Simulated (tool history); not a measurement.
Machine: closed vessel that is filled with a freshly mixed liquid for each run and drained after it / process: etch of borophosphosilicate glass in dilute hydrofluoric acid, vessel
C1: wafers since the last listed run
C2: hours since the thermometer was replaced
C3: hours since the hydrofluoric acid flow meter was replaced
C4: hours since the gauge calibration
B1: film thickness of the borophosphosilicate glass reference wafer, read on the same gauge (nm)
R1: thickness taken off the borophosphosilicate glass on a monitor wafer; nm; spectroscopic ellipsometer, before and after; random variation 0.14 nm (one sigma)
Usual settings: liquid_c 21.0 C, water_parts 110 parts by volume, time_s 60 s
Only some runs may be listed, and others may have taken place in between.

Run 1, hour 0.0: usual settings but time_s 70 s; C1 0; C2 1051.8; C3 1385.0; C4 106.4; B1 120.04. Result: R1 30.92 nm.
Run 2, hour 106.6: usual settings but time_s 70 s; C1 6983; C2 1158.4; C3 1491.6; C4 213.0; B1 119.98. Result: R1 30.86 nm.
Run 3, hour 132.6: usual settings; C1 1703; C2 1184.4; C3 1517.6; C4 239.0; B1 120.01. Result: R1 26.44 nm.
Run 4, hour 165.9: usual settings but liquid_c 24.5 C; C1 2181; C2 1217.7; C3 1550.9; C4 272.3; B1 120.00. Result: R1 30.67 nm.
Run 5, hour 223.8: usual settings; C1 3793; C2 1275.6; C3 1608.8; C4 330.2; B1 119.97. Result: R1 27.22 nm.
Run 6, hour 250.1: usual settings; C1 1722; C2 1301.9; C3 1635.1; C4 356.5; B1 120.01. Result: R1 26.71 nm.
At hour 271.5: hydrofluoric acid flow meter replaced.
Run 7, hour 285.2: usual settings; C1 2233; C2 1337.0; C3 13.7; C4 391.6; B1 119.99. Result: R1 23.90 nm.
Run 8, hour 306.5: usual settings; C1 1395; C2 1358.3; C3 35.0; C4 412.9; B1 119.97. Result: R1 24.30 nm.
Run 9, hour 328.6: usual settings; C1 1447; C2 1380.4; C3 57.1; C4 435.0; B1 119.98. Result: R1 24.24 nm.
Run 10, hour 363.3: usual settings but liquid_c 17.5 C, time_s 70 s; C1 2273; C2 1415.1; C3 91.8; C4 469.7; B1 120.04. Result: R1 24.35 nm.
Run 11, hour 393.6: usual settings but liquid_c 17.5 C, time_s 70 s; C1 1984; C2 1445.4; C3 122.1; C4 500.0; B1 119.99. Result: R1 24.43 nm.
At hour 486.5: gauge calibrated.
Run 12, hour 500.8: usual settings but liquid_c 17.5 C, time_s 70 s; C1 7022; C2 1552.6; C3 229.3; C4 14.3; B1 119.98. Result: R1 24.71 nm.
Run 13, hour 532.2: usual settings but liquid_c 22.5 C; C1 2057; C2 1584.0; C3 260.7; C4 45.7; B1 119.98. Result: R1 26.00 nm.
Run 14, hour 561.1: usual settings but water_parts 95 parts by volume, time_s 30 s; C1 1893; C2 1612.9; C3 289.6; C4 74.6; B1 120.00. Result: R1 14.57 nm.
Run 15, hour 581.7: usual settings but liquid_c 18.0 C, time_s 45 s; C1 1349; C2 1633.5; C3 310.2; C4 95.2; B1 119.94. Result: R1 16.39 nm.
Run 16, hour 597.0: usual settings but liquid_c 26.0 C, time_s 95 s; C1 1002; C2 1648.8; C3 325.5; C4 110.5; B1 120.00. Result: R1 47.11 nm.
At hour 614.6: thermometer replaced.
Run 17, hour 631.3: usual settings; C1 2181; C2 16.7; C3 359.8; C4 144.8; B1 120.01. Result: R1 24.91 nm.
Run 18, hour 650.6: usual settings but water_parts 95 parts by volume, time_s 30 s; C1 1264; C2 36.0; C3 379.1; C4 164.1; B1 120.03. Result: R1 14.49 nm.
Run 19, hour 664.7: usual settings but liquid_c 22.5 C, water_parts 145 parts by volume, time_s 90 s; C1 923; C2 50.1; C3 393.2; C4 178.2; B1 120.01. Result: R1 28.72 nm.
Run 20, hour 692.3: usual settings but liquid_c 26.0 C, water_parts 150 parts by volume, time_s 80 s; C1 1808; C2 77.7; C3 420.8; C4 205.8; B1 120.01. Result: R1 28.30 nm.
Run 21, hour 727.4: usual settings; C1 2299; C2 112.8; C3 455.9; C4 240.9; B1 119.98. Result: R1 24.69 nm.
Run 22, hour 740.4: usual settings but liquid_c 25.5 C; C1 851; C2 125.8; C3 468.9; C4 253.9; B1 120.01. Result: R1 29.82 nm.
Run 23, hour 753.1: usual settings; C1 831; C2 138.5; C3 481.6; C4 266.6; B1 120.03. Result: R1 24.89 nm.
Run 24, hour 788.6: usual settings but liquid_c 24.5 C, water_parts 80 parts by volume, time_s 35 s; C1 2325; C2 174.0; C3 517.1; C4 302.1; B1 120.04. Result: R1 23.91 nm.
Run 25, hour 818.1: usual settings but water_parts 80 parts by volume; C1 1932; C2 203.5; C3 546.6; C4 331.6; B1 120.04. Result: R1 35.68 nm.

Below are 3 alternative next runs, each starting from the tool's condition after run 25. Predict each:
Run A, hour 818.8: usual settings but water_parts 140 parts by volume; C1 45; C2 204.2; C3 547.3; C4 332.3; B1 ?. Result: R1 ?.
Run B, hour 818.8: usual settings but liquid_c 23.0 C, water_parts 140 parts by volume, time_s 35 s; C1 45; C2 204.2; C3 547.3; C4 332.3; B1 ?. Result: R1 ?.
Run C, hour 818.8: usual settings but water_parts 135 parts by volume, time_s 95 s; C1 45; C2 204.2; C3 547.3; C4 332.3; B1 ?. Result: R1 ?.

run      B1     R1
  A  119.99  18.99
  B  119.99  11.99
  C  119.99  31.35
With the hidden condition removed and each run's random variation left untouched, the same runs would have given:
run     R1
  A  17.95
  B  11.33
  C  29.64
